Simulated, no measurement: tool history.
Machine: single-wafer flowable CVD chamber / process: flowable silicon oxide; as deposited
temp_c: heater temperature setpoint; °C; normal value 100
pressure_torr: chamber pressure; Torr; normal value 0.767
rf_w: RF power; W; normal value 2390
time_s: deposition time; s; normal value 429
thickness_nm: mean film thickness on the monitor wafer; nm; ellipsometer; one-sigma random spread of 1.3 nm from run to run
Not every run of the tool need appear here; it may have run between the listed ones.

run     day  temp_c  pressure_torr  rf_w  time_s  wafers since the last listed run  hours since the last thermocouple change  hours since the last RF generator calibration  hours since the last manometer calibration  hours since the showerhead was replaced  hours since the gauge calibration  read-back reference wafer on the same gauge, thickness_nm  thickness_nm
  1       0     100          0.767  2390     429                                 0                                    1914.2                                         1633.3                                        1934                                     6486                               1088                                                    252.172       256.484
  2   1.688     100          0.767  2390     429                               168                                    1954.7                                         1673.8                                      1974.5                                   6526.5                             1128.5                                                    251.853         257.4
  3   3.671     100          0.707  2390     429                               197                                    2002.3                                         1721.4                                      2022.1                                   6574.1                             1176.1                                                    251.889       241.487
  4    6.15     100          0.707  2390     429                               246                                    2061.8                                         1780.9                                      2081.6                                   6633.6                             1235.6                                                    251.879       241.619
      6.725  -- gauge calibrated
  5   7.325     100          0.707  2390     429                               116                                      2090                                         1809.1                                      2109.8                                   6661.8                               14.4                                                    251.864       241.225
  6   9.812     110          0.767  2390     429                               247                                    2149.7                                         1868.8                                      2169.5                                   6721.5                               74.1                                                    251.952       178.259
  7  11.629     100          0.886  2770     429                               180                                    2193.3                                         1912.4                                      2213.1                                   6765.1                              117.7                                                    251.976       293.382
  8  14.046     113          0.844  2560     466                               240                                    2251.3                                         1970.4                                      2271.1                                   6823.1                              175.7                                                    252.211       189.734
  9  15.458      92          0.903  2215     429                               140                                    2285.2                                         2004.3                                        2305                                     6857                              209.6                                                    252.187       392.421
     16.012  -- capacitance manometer re-zeroed and calibrated
     17.867  -- RF generator calibrated
 10  18.025     100          0.767  2060     429                               189                                    2346.8                                            3.8                                        48.3                                   6918.6                              271.2                                                    252.089       253.652
 11  19.608      91          0.911  2100     499                               157                                    2384.8                                           41.8                                        86.3                                   6956.6                              309.2                                                    251.998       476.409
 12  22.442     100          0.622  2640     429                               282                                    2452.8                                          109.8                                       154.3                                   7024.6                              377.2                                                    251.802       218.194
 13    23.8     100          0.596  2640     429                               135                                    2485.4                                          142.4                                       186.9                                   7057.2                              409.8                                                    251.911       211.325
 14  26.329     100          0.767  2390     429                               251                                    2546.1                                          203.1                                       247.6                                   7117.9                              470.5                                                    251.808       257.662
     28.512  -- thermocouple changed; heater temperature recalibrated
 15  28.533      94          0.767  2390     351                               186                                       0.5                                            256                                       300.5                                   7170.8                              523.4                                                    252.133       278.035
 16  30.054     100            0.7  2390     478                               151                                        37                                          292.5                                         337                                   7207.3                              559.9                                                    252.098       280.882
      31.05  -- showerhead replaced
 17  32.808     100          0.767  2390     429                               241                                     103.1                                          358.6                                       403.1                                     42.2                                626                                                    251.958       270.358
 18  34.412     100          0.934  2390     429                               159                                     141.6                                          397.1                                       441.6                                     80.7                              664.5                                                    252.163       319.428
 19  37.354     100          0.767  2390     429                               292                                     212.2                                          467.7                                       512.2                                    151.3                              735.1                                                    251.958       268.341
 20  40.354     100          0.767  2390     429                               298                                     284.2                                          539.7                                       584.2                                    223.3                              807.1                                                    251.983       266.605
 21  42.508     113          0.674  2155     493                               214                                     335.9                                          591.4                                       635.9                                      275                              858.8                                                    252.021       169.775
 22  45.262     100          0.698  2810     429                               274                                       402                                          657.5                                         702                                    341.1                              924.9                                                    251.924       253.396
 23  46.458     112          0.615  2390     429                               119                                     430.7                                          686.2                                       730.7                                    369.8                              953.6                                                    252.098       144.492
 24  49.208      87          0.903  2190     383                               273                                     496.7                                          752.2                                       796.7                                    435.8                             1019.6                                                    251.864       431.945
 25  50.746      93          0.767  2795     384                               153                                     533.6                                          789.1                                       833.6                                    472.7                             1056.5                                                    252.008       311.644
 26  53.742     100          0.767  2390     429                               298                                     605.5                                            861                                       905.5                                    544.6                             1128.4                                                    252.024       265.549
 27  55.092     100          0.767  2390     485                               134                                     637.9                                          893.4                                       937.9                                      577                             1160.8                                                    251.991       298.206
     56.012  -- gauge calibrated
 28  56.196      92          0.676  1915     492                               109                                     664.4                                          919.9                                       964.4                                    603.5                                4.4                                                    252.093       363.811
 29  57.933     100          0.767  2390     356                               173                                     706.1                                          961.6                                      1006.1                                    645.2                               46.1                                                    252.151       219.006

3 options for the next run, each taken on its own from the tool as it stands now. Forecast them:
  A  57.954     100          0.767  2390     429                                 2                                     706.6                                          962.1                                      1006.6                                    645.7                               46.6                                                          ?             ?
  B  57.954     106          0.767  2225     429                                 2                                     706.6                                          962.1                                      1006.6                                    645.7                               46.6                                                          ?             ?
  C  57.954      90           0.59  2390     429                                 2                                     706.6                                          962.1                                      1006.6                                    645.7                               46.6                                                          ?             ?

run  read-back reference wafer on the same gauge, thickness_nm  thickness_nm
  A                                                    252.001       265.888
  B                                                    252.001       211.575
  C                                                    252.001       312.406
Without the tool's unlogged condition, the same runs would have read:
run  thickness_nm
  A       275.114
  B       218.656
  C       321.662
